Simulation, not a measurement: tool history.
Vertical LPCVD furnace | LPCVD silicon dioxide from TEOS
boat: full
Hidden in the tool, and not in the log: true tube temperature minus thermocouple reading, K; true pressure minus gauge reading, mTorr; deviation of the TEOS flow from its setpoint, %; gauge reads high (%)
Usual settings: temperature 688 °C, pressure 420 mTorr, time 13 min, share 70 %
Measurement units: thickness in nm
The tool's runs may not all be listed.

run,hour,temperature,pressure,time,share,wafers since the last listed run,hours since the last temperature calibration,hours since the pressure gauge was zeroed,hours since the TEOS flow controller was replaced,hours since the gauge calibration,"read-back reference wafer on the same gauge, thickness",thickness
1,0,688,420,13,70,0,1995.9,1860.2,4206.8,269.4,80.89,95.32
2,47.3,688,420,13,70,781,2043.2,1907.5,4254.1,316.7,81.11,94.84
3,95.3,688,420,13,70,792,2091.2,1955.5,4302.1,364.7,80.92,95.81
4,121.5,688,450,13,70,432,2117.4,1981.7,4328.3,390.9,80.87,97.88
5,270.3,688,450,13,70,2457,2266.2,2130.5,4477.1,539.7,80.74,99.89
6,338.7,688,420,13,70,1129,2334.6,2198.9,4545.5,608.1,80.86,96.67
# hour 388.7: pressure gauge zeroed
# hour 413.7: TEOS flow controller replaced
7,415.2,688,420,13,70,470,2411.1,26.5,1.5,684.6,80.87,97.37
8,471.6,688,420,13,70,931,2467.5,82.9,57.9,741,80.89,97.02
# hour 474.9: gauge calibrated
9,525.5,688,420,13,70,890,2521.4,136.8,111.8,50.6,80.91,97.75
10,596.8,688,420,13,70,1177,2592.7,208.1,183.1,121.9,81.03,98.56
11,642,688,325,13,70,746,2637.9,253.3,228.3,167.1,80.89,87.07
# hour 673.3: thermocouples replaced and temperature profile calibrated
12,707.5,688,420,13,79,685,34.2,318.8,293.8,232.6,80.99,96.23
13,742.1,688,340,18,60,571,68.8,353.4,328.4,267.2,80.9,104.15
14,769.7,688,420,13,70,455,96.4,381,356,294.8,80.88,90.06
15,797,695,485,10.5,57,450,123.7,408.3,383.3,322.1,80.8,83.28
16,846.2,698,420,13,70,812,172.9,457.5,432.5,371.3,80.88,114.57
17,873,682,330,9,63,442,199.7,484.3,459.3,398.1,80.99,45.27

What will run 18 give?
18,924.3,688,420,13,70,847,251,535.6,510.6,449.4,?,?

{"run 18": {"read-back reference wafer on the same gauge, thickness": 80.85, "thickness": 89.73}}
Had the tool carried no hidden state, the very same run would have given thickness 88.93 nm.
